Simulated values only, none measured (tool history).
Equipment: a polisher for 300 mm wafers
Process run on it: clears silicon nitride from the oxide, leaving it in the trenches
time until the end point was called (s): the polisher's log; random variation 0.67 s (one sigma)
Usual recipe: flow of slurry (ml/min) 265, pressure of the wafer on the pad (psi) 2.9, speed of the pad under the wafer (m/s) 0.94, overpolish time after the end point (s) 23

run   hour  flow of slurry (ml/min)  pressure of the wafer on the pad (psi)  speed of the pad under the wafer (m/s)  overpolish time after the end point (s)  incoming thickness of the incoming film, nm  time until the end point was called (s)
  1    0.0                      290                                     2.9                                    0.94                                       23                                         64.9                                     64.6
  2    9.8                      290                                     2.9                                    0.94                                       23                                         64.2                                     63.1
  3   18.4                      290                                     2.9                                    0.94                                       23                                         65.3                                     65.3
  4   27.0                      265                                     3.7                                    0.94                                       23                                         65.0                                     50.7
  5   39.8                      265                                     3.7                                    0.94                                       23                                         64.8                                     52.9
  6   53.8                      290                                     2.9                                    1.18                                       23                                         66.1                                     59.2
  7   65.0                      265                                     2.9                                    0.94                                       23                                         64.3                                     68.3
  8   77.9                      265                                     2.9                                    0.94                                       23                                         65.8                                     69.7
  9   93.9                      265                                     2.9                                    0.94                                       23                                         65.2                                     70.3
 10  111.3                      265                                     2.9                                    0.94                                       23                                         65.3                                     72.6
     116.7  -- worn pad replaced by a new one
 11  117.8                      265                                     2.9                                    0.94                                       23                                         64.2                                     62.8
 12  132.9                      265                                     2.9                                    0.94                                       23                                         65.7                                     63.6
 13  145.2                      265                                     2.9                                    0.94                                       23                                         64.9                                     63.4
 14  158.9                      265                                     2.9                                    0.94                                       23                                         65.9                                     62.7
 15  170.3                      265                                     2.9                                    0.94                                       23                                         65.1                                     63.5
 16  177.4                      265                                     2.9                                    0.94                                       23                                         64.4                                     62.3
 17  193.4                      300                                     3.3                                    1.20                                       23                                         64.9                                     46.6
 18  208.6                      325                                     3.4                                    1.10                                       23                                         65.4                                     50.0
 19  221.1                      190                                     3.7                                    0.80                                       16                                         65.3                                     58.1
 20  233.8                      340                                     2.5                                    1.12                                       31                                         65.4                                     66.9
     237.5  -- head pressure recalibrated
 21  242.2                      180                                     3.2                                    0.94                                        9                                         66.2                                     70.1

Estimate the outcome of run 22 from the log above:
     269.2  -- slurry nozzle cleaned
 22  277.4                      175                                     2.9                                    0.66                                       23                                         65.6                                        ?

time until the end point was called (s): 97.9
Were there no unlogged condition in the tool, this run, its random variation unchanged, would have produced time until the end point was called (s) 87.0.

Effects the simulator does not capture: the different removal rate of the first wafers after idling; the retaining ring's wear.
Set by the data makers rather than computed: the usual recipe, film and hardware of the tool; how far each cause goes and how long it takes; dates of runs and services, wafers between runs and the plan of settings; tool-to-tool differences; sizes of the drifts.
